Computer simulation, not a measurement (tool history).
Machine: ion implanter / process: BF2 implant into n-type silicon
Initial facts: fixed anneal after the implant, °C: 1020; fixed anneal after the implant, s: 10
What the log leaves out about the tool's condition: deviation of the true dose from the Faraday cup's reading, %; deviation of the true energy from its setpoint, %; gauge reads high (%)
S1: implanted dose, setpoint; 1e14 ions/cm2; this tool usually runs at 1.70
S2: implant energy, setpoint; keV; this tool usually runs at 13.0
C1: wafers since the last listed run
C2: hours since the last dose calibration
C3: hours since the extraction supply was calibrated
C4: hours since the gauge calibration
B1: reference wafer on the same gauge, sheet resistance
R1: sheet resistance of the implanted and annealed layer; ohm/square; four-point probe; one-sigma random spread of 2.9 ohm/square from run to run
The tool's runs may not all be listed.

{"run": 1, "hour": 0.0, "S1": 1.41, "S2": 13.0, "C1": 0, "C2": 1314.9, "C3": 3342.9, "C4": 309.0, "B1": 541.26, "R1": 738.42}
{"run": 2, "hour": 15.1, "S1": 1.41, "S2": 13.0, "C1": 256, "C2": 1330.0, "C3": 3358.0, "C4": 324.1, "B1": 540.91, "R1": 737.94}
{"run": 3, "hour": 50.5, "S1": 1.7, "S2": 11.5, "C1": 600, "C2": 1365.4, "C3": 3393.4, "C4": 359.5, "B1": 540.9, "R1": 638.52}
{"run": 4, "hour": 82.3, "S1": 1.7, "S2": 13.0, "C1": 539, "C2": 1397.2, "C3": 3425.2, "C4": 391.3, "B1": 540.11, "R1": 628.8}
{"run": 5, "hour": 100.3, "S1": 1.7, "S2": 13.0, "C1": 305, "C2": 1415.2, "C3": 3443.2, "C4": 409.3, "B1": 540.88, "R1": 627.74}
{"run": 6, "hour": 125.8, "S1": 2.01, "S2": 13.0, "C1": 432, "C2": 1440.7, "C3": 3468.7, "C4": 434.8, "B1": 539.94, "R1": 537.05}
{"run": 7, "hour": 142.8, "S1": 2.01, "S2": 13.0, "C1": 288, "C2": 1457.7, "C3": 3485.7, "C4": 451.8, "B1": 540.72, "R1": 538.72}
{"run": 8, "hour": 176.6, "S1": 1.7, "S2": 13.0, "C1": 573, "C2": 1491.5, "C3": 3519.5, "C4": 485.6, "B1": 540.12, "R1": 619.34}
{"run": 9, "hour": 205.7, "S1": 1.7, "S2": 13.0, "C1": 493, "C2": 1520.6, "C3": 3548.6, "C4": 514.7, "B1": 541.59, "R1": 626.85}
{"run": 10, "hour": 234.6, "S1": 1.7, "S2": 13.0, "C1": 490, "C2": 1549.5, "C3": 3577.5, "C4": 543.6, "B1": 541.13, "R1": 621.44}
{"hour": 255.0, "done": "extraction supply calibrated"}
{"run": 11, "hour": 265.2, "S1": 1.7, "S2": 13.0, "C1": 383, "C2": 1580.1, "C3": 10.2, "C4": 574.2, "B1": 541.55, "R1": 625.07}
{"hour": 293.7, "done": "Faraday cup replaced and dose calibrated"}
{"run": 12, "hour": 294.2, "S1": 1.7, "S2": 13.0, "C1": 356, "C2": 0.5, "C3": 39.2, "C4": 603.2, "B1": 541.3, "R1": 656.53}
{"run": 13, "hour": 308.6, "S1": 1.7, "S2": 13.0, "C1": 244, "C2": 14.9, "C3": 53.6, "C4": 617.6, "B1": 540.79, "R1": 653.06}
{"run": 14, "hour": 332.3, "S1": 1.92, "S2": 13.0, "C1": 401, "C2": 38.6, "C3": 77.3, "C4": 641.3, "B1": 540.7, "R1": 591.93}
{"run": 15, "hour": 366.0, "S1": 1.7, "S2": 16.5, "C1": 571, "C2": 72.3, "C3": 111.0, "C4": 675.0, "B1": 540.46, "R1": 634.17}
{"run": 16, "hour": 431.9, "S1": 1.86, "S2": 13.0, "C1": 1117, "C2": 138.2, "C3": 176.9, "C4": 740.9, "B1": 540.54, "R1": 605.59}
{"run": 17, "hour": 458.8, "S1": 2.05, "S2": 10.0, "C1": 456, "C2": 165.1, "C3": 203.8, "C4": 767.8, "B1": 541.23, "R1": 584.14}
{"hour": 471.7, "done": "gauge calibrated"}
{"run": 18, "hour": 481.9, "S1": 1.7, "S2": 13.0, "C1": 391, "C2": 188.2, "C3": 226.9, "C4": 10.2, "B1": 540.71, "R1": 658.69}
{"run": 19, "hour": 500.2, "S1": 1.54, "S2": 14.5, "C1": 310, "C2": 206.5, "C3": 245.2, "C4": 28.5, "B1": 541.45, "R1": 702.04}
{"run": 20, "hour": 528.3, "S1": 1.7, "S2": 13.0, "C1": 476, "C2": 234.6, "C3": 273.3, "C4": 56.6, "B1": 541.06, "R1": 653.36}
{"run": 21, "hour": 549.0, "S1": 1.7, "S2": 10.5, "C1": 351, "C2": 255.3, "C3": 294.0, "C4": 77.3, "B1": 540.18, "R1": 671.59}
{"run": 22, "hour": 561.0, "S1": 2.19, "S2": 15.5, "C1": 203, "C2": 267.3, "C3": 306.0, "C4": 89.3, "B1": 540.72, "R1": 507.82}
{"run": 23, "hour": 582.6, "S1": 1.93, "S2": 14.5, "C1": 366, "C2": 288.9, "C3": 327.6, "C4": 110.9, "B1": 541.3, "R1": 574.66}
{"run": 24, "hour": 610.7, "S1": 2.07, "S2": 12.0, "C1": 476, "C2": 317.0, "C3": 355.7, "C4": 139.0, "B1": 540.24, "R1": 553.65}
{"run": 25, "hour": 695.4, "S1": 1.55, "S2": 9.5, "C1": 1436, "C2": 401.7, "C3": 440.4, "C4": 223.7, "B1": 541.07, "R1": 734.02}
{"run": 26, "hour": 718.1, "S1": 1.7, "S2": 13.0, "C1": 384, "C2": 424.4, "C3": 463.1, "C4": 246.4, "B1": 540.09, "R1": 647.03}
{"run": 27, "hour": 744.3, "S1": 1.7, "S2": 17.5, "C1": 444, "C2": 450.6, "C3": 489.3, "C4": 272.6, "B1": 540.82, "R1": 624.14}
{"run": 28, "hour": 769.9, "S1": 1.7, "S2": 13.0, "C1": 434, "C2": 476.2, "C3": 514.9, "C4": 298.2, "B1": 540.75, "R1": 648.09}
{"run": 29, "hour": 790.8, "S1": 1.83, "S2": 9.0, "C1": 354, "C2": 497.1, "C3": 535.8, "C4": 319.1, "B1": 541.16, "R1": 646.73}

The same runs without the tool's hidden state, with the same run-to-run variation:
run=1 R1=763.53
run=2 R1=763.63
run=3 R1=661.71
run=4 R1=652.88
run=5 R1=652.42
run=6 R1=558.43
run=7 R1=560.68
run=8 R1=646.44
run=9 R1=655.39
run=10 R1=650.84
run=11 R1=655.84
run=12 R1=652.80
run=13 R1=649.35
run=14 R1=588.63
run=15 R1=630.65
run=16 R1=602.42
run=17 R1=581.30
run=18 R1=655.42
run=19 R1=698.66
run=20 R1=650.38
run=21 R1=668.69
run=22 R1=505.73
run=23 R1=572.40
run=24 R1=551.70
run=25 R1=732.28
run=26 R1=645.72
run=27 R1=623.18
run=28 R1=647.39
run=29 R1=646.32
